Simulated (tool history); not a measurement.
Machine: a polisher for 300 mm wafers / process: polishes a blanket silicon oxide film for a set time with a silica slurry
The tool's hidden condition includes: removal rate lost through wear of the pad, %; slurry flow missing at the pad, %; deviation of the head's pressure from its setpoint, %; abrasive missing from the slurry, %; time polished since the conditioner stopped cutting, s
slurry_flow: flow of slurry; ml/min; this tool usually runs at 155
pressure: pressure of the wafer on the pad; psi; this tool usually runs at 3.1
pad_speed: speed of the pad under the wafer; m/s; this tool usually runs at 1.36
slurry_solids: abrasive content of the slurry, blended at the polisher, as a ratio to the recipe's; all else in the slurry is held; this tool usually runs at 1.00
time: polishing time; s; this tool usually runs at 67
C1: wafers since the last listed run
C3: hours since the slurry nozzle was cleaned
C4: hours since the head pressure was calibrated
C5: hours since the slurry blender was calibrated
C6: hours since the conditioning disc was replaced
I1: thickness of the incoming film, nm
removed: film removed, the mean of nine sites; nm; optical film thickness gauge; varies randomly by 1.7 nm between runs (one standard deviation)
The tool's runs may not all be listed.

{"run": 1, "day": 0.0, "slurry_flow": 155, "pressure": 2.5, "pad_speed": 1.36, "slurry_solids": 1.0, "time": 67, "C1": 0, "wafers polished on this pad": 1685, "C3": 141.7, "C4": 289.2, "C5": 347.9, "C6": 161.0, "I1": 761.0, "removed": 156.6}
{"day": 3.438, "done": "slurry blender recalibrated"}
{"run": 2, "day": 4.075, "slurry_flow": 155, "pressure": 2.5, "pad_speed": 1.36, "slurry_solids": 1.0, "time": 67, "C1": 1228, "wafers polished on this pad": 2914, "C3": 239.5, "C4": 387.0, "C5": 15.3, "C6": 258.8, "I1": 745.9, "removed": 155.4}
{"day": 6.654, "done": "worn pad replaced by a new one"}
{"day": 7.075, "done": "slurry nozzle cleaned"}
{"day": 7.171, "done": "conditioning disc replaced and pad reconditioned"}
{"run": 3, "day": 8.029, "slurry_flow": 155, "pressure": 3.1, "pad_speed": 1.36, "slurry_solids": 1.0, "time": 67, "C1": 1127, "wafers polished on this pad": 384, "C3": 22.9, "C4": 481.9, "C5": 110.2, "C6": 20.6, "I1": 758.9, "removed": 201.5}
{"run": 4, "day": 10.196, "slurry_flow": 155, "pressure": 3.1, "pad_speed": 1.36, "slurry_solids": 1.0, "time": 51, "C1": 666, "wafers polished on this pad": 1051, "C3": 74.9, "C4": 533.9, "C5": 162.2, "C6": 72.6, "I1": 752.2, "removed": 147.6}
{"run": 5, "day": 14.175, "slurry_flow": 155, "pressure": 3.1, "pad_speed": 1.36, "slurry_solids": 1.0, "time": 51, "C1": 1224, "wafers polished on this pad": 2275, "C3": 170.4, "C4": 629.4, "C5": 257.7, "C6": 168.1, "I1": 741.2, "removed": 144.7}
{"run": 6, "day": 17.046, "slurry_flow": 155, "pressure": 3.1, "pad_speed": 1.36, "slurry_solids": 1.0, "time": 51, "C1": 883, "wafers polished on this pad": 3159, "C3": 239.3, "C4": 698.3, "C5": 326.6, "C6": 237.0, "I1": 752.4, "removed": 142.4}
{"day": 17.246, "done": "slurry nozzle cleaned"}
{"day": 17.283, "done": "slurry blender recalibrated"}
{"day": 18.633, "done": "worn pad replaced by a new one"}
{"day": 19.221, "done": "conditioning disc replaced and pad reconditioned"}
{"run": 7, "day": 20.054, "slurry_flow": 155, "pressure": 3.1, "pad_speed": 1.36, "slurry_solids": 0.9, "time": 67, "C1": 824, "wafers polished on this pad": 412, "C3": 67.4, "C4": 770.5, "C5": 66.5, "C6": 20.0, "I1": 761.0, "removed": 184.1}
{"run": 8, "day": 23.3, "slurry_flow": 155, "pressure": 3.1, "pad_speed": 1.36, "slurry_solids": 0.9, "time": 67, "C1": 998, "wafers polished on this pad": 1411, "C3": 145.3, "C4": 848.4, "C5": 144.4, "C6": 97.9, "I1": 740.1, "removed": 175.6}
{"run": 9, "day": 27.604, "slurry_flow": 155, "pressure": 3.1, "pad_speed": 1.36, "slurry_solids": 0.9, "time": 67, "C1": 1324, "wafers polished on this pad": 2735, "C3": 248.6, "C4": 951.7, "C5": 247.7, "C6": 201.2, "I1": 736.4, "removed": 169.0}
{"day": 28.746, "done": "slurry nozzle cleaned"}
{"run": 10, "day": 30.225, "slurry_flow": 155, "pressure": 3.1, "pad_speed": 1.8, "slurry_solids": 1.0, "time": 67, "C1": 793, "wafers polished on this pad": 3529, "C3": 35.5, "C4": 1014.6, "C5": 310.6, "C6": 264.1, "I1": 744.0, "removed": 208.6}
{"day": 31.212, "done": "worn pad replaced by a new one"}
{"run": 11, "day": 31.908, "slurry_flow": 155, "pressure": 4.0, "pad_speed": 1.54, "slurry_solids": 1.0, "time": 83, "C1": 466, "wafers polished on this pad": 213, "C3": 75.9, "C4": 1055.0, "C5": 351.0, "C6": 304.5, "I1": 752.3, "removed": 289.9}
{"day": 33.154, "done": "conditioning disc replaced and pad reconditioned"}
{"day": 34.071, "done": "slurry blender recalibrated"}
{"run": 12, "day": 35.621, "slurry_flow": 130, "pressure": 3.1, "pad_speed": 1.36, "slurry_solids": 0.85, "time": 67, "C1": 1091, "wafers polished on this pad": 1305, "C3": 165.0, "C4": 1144.1, "C5": 37.2, "C6": 59.2, "I1": 738.0, "removed": 166.1}
{"day": 36.308, "done": "head pressure recalibrated"}
{"run": 13, "day": 38.654, "slurry_flow": 155, "pressure": 3.1, "pad_speed": 1.36, "slurry_solids": 1.25, "time": 67, "C1": 907, "wafers polished on this pad": 2213, "C3": 237.8, "C4": 56.3, "C5": 110.0, "C6": 132.0, "I1": 757.7, "removed": 214.4}
{"day": 40.012, "done": "slurry nozzle cleaned"}
{"run": 14, "day": 41.579, "slurry_flow": 155, "pressure": 3.1, "pad_speed": 1.36, "slurry_solids": 1.0, "time": 76, "C1": 887, "wafers polished on this pad": 3100, "C3": 37.6, "C4": 126.5, "C5": 180.2, "C6": 202.2, "I1": 756.2, "removed": 209.8}
{"day": 41.983, "done": "worn pad replaced by a new one"}
{"day": 45.275, "done": "conditioning disc replaced and pad reconditioned"}
{"run": 15, "day": 45.333, "slurry_flow": 155, "pressure": 3.1, "pad_speed": 1.36, "slurry_solids": 1.0, "time": 67, "C1": 1078, "wafers polished on this pad": 1005, "C3": 127.7, "C4": 216.6, "C5": 270.3, "C6": 1.4, "I1": 746.7, "removed": 202.7}
{"run": 16, "day": 47.488, "slurry_flow": 185, "pressure": 2.4, "pad_speed": 1.36, "slurry_solids": 1.0, "time": 67, "C1": 662, "wafers polished on this pad": 1668, "C3": 179.4, "C4": 268.3, "C5": 322.0, "C6": 53.1, "I1": 755.0, "removed": 162.2}
{"day": 48.354, "done": "slurry blender recalibrated"}
{"run": 17, "day": 50.488, "slurry_flow": 155, "pressure": 3.4, "pad_speed": 1.36, "slurry_solids": 1.0, "time": 67, "C1": 897, "wafers polished on this pad": 2565, "C3": 251.4, "C4": 340.3, "C5": 51.2, "C6": 125.1, "I1": 754.8, "removed": 200.7}
{"day": 52.225, "done": "slurry nozzle cleaned"}
{"run": 18, "day": 52.246, "slurry_flow": 155, "pressure": 3.1, "pad_speed": 1.36, "slurry_solids": 1.0, "time": 67, "C1": 528, "wafers polished on this pad": 3094, "C3": 0.5, "C4": 382.5, "C5": 93.4, "C6": 167.3, "I1": 752.1, "removed": 185.1}
{"day": 54.196, "done": "worn pad replaced by a new one"}
{"run": 19, "day": 55.596, "slurry_flow": 195, "pressure": 3.1, "pad_speed": 1.0, "slurry_solids": 1.0, "time": 81, "C1": 979, "wafers polished on this pad": 430, "C3": 80.9, "C4": 462.9, "C5": 173.8, "C6": 247.7, "I1": 756.5, "removed": 196.5}

State the hidden condition of the tool at each of the runs:
removal rate lost through wear of the pad, %: 0 at every run
slurry flow missing at the pad, %: 0 at every run
deviation of the head's pressure from its setpoint, %: 0 at every run
abrasive missing from the slurry, %: 0 at every run
H1: time polished since the conditioner stopped cutting, s
run=1 H1=128
run=2 H1=148
run=3 H1=37.1
run=4 H1=88.3
run=5 H1=135
run=6 H1=149
run=7 H1=51
run=8 H1=120
run=9 H1=157
run=10 H1=167
run=11 H1=171
run=12 H1=80.6
run=13 H1=125
run=14 H1=146
run=15 H1=18
run=16 H1=79.7
run=17 H1=127
run=18 H1=142
run=19 H1=158

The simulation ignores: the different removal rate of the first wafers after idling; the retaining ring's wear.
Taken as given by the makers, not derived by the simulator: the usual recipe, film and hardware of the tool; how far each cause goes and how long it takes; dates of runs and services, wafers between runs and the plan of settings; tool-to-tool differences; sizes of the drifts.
